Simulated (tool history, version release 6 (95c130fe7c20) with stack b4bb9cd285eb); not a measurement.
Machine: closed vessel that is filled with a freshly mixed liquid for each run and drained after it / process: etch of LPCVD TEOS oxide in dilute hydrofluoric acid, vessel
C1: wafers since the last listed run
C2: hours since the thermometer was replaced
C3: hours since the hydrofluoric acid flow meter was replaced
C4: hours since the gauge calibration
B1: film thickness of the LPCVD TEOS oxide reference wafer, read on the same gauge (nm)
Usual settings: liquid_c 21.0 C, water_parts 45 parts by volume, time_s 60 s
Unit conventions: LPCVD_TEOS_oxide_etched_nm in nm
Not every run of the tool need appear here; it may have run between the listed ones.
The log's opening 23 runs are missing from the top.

run 24 hour=328.2 | liquid_c=21.0 water_parts=45 time_s=80 | C1=521 C2=129.6 C3=216.0 C4=211.1 | B1=80.00 | LPCVD_TEOS_oxide_etched_nm=43.71
run 25 hour=336.0 | liquid_c=17.0 water_parts=45 time_s=90 | C1=606 C2=137.4 C3=223.8 C4=218.9 | B1=80.00 | LPCVD_TEOS_oxide_etched_nm=41.37
run 26 hour=349.2 | liquid_c=21.0 water_parts=45 time_s=60 | C1=1027 C2=150.6 C3=237.0 C4=232.1 | B1=80.00 | LPCVD_TEOS_oxide_etched_nm=33.21
run 27 hour=363.2 | liquid_c=26.0 water_parts=55 time_s=60 | C1=1089 C2=164.6 C3=251.0 C4=246.1 | B1=79.99 | LPCVD_TEOS_oxide_etched_nm=32.68
run 28 hour=371.7 | liquid_c=21.0 water_parts=45 time_s=60 | C1=661 C2=173.1 C3=259.5 C4=254.6 | B1=79.99 | LPCVD_TEOS_oxide_etched_nm=33.20
run 29 hour=380.0 | liquid_c=17.0 water_parts=60 time_s=40 | C1=645 C2=181.4 C3=267.8 C4=262.9 | B1=80.00 | LPCVD_TEOS_oxide_etched_nm=13.62
run 30 hour=394.6 | liquid_c=21.0 water_parts=45 time_s=60 | C1=1135 C2=196.0 C3=282.4 C4=277.5 | B1=80.00 | LPCVD_TEOS_oxide_etched_nm=33.02
run 31 hour=411.4 | liquid_c=21.0 water_parts=45 time_s=60 | C1=1307 C2=212.8 C3=299.2 C4=294.3 | B1=79.99 | LPCVD_TEOS_oxide_etched_nm=33.32
run 32 hour=429.4 | liquid_c=21.0 water_parts=45 time_s=60 | C1=1400 C2=230.8 C3=317.2 C4=312.3 | B1=80.01 | LPCVD_TEOS_oxide_etched_nm=33.01
run 33 hour=441.4 | liquid_c=25.0 water_parts=50 time_s=90 | C1=933 C2=242.8 C3=329.2 C4=324.3 | B1=80.01 | LPCVD_TEOS_oxide_etched_nm=52.59

Predict the results of run 34:
run 34 hour=448.5 | liquid_c=17.5 water_parts=30 time_s=60 | C1=552 C2=249.9 C3=336.3 C4=331.4 | B1=? | LPCVD_TEOS_oxide_etched_nm=?

{"run 34": {"B1": 80.01, "LPCVD_TEOS_oxide_etched_nm": 44.13}}
Were there no unlogged condition in the tool, this run, its random variation unchanged, would have produced LPCVD_TEOS_oxide_etched_nm 43.21 nm.
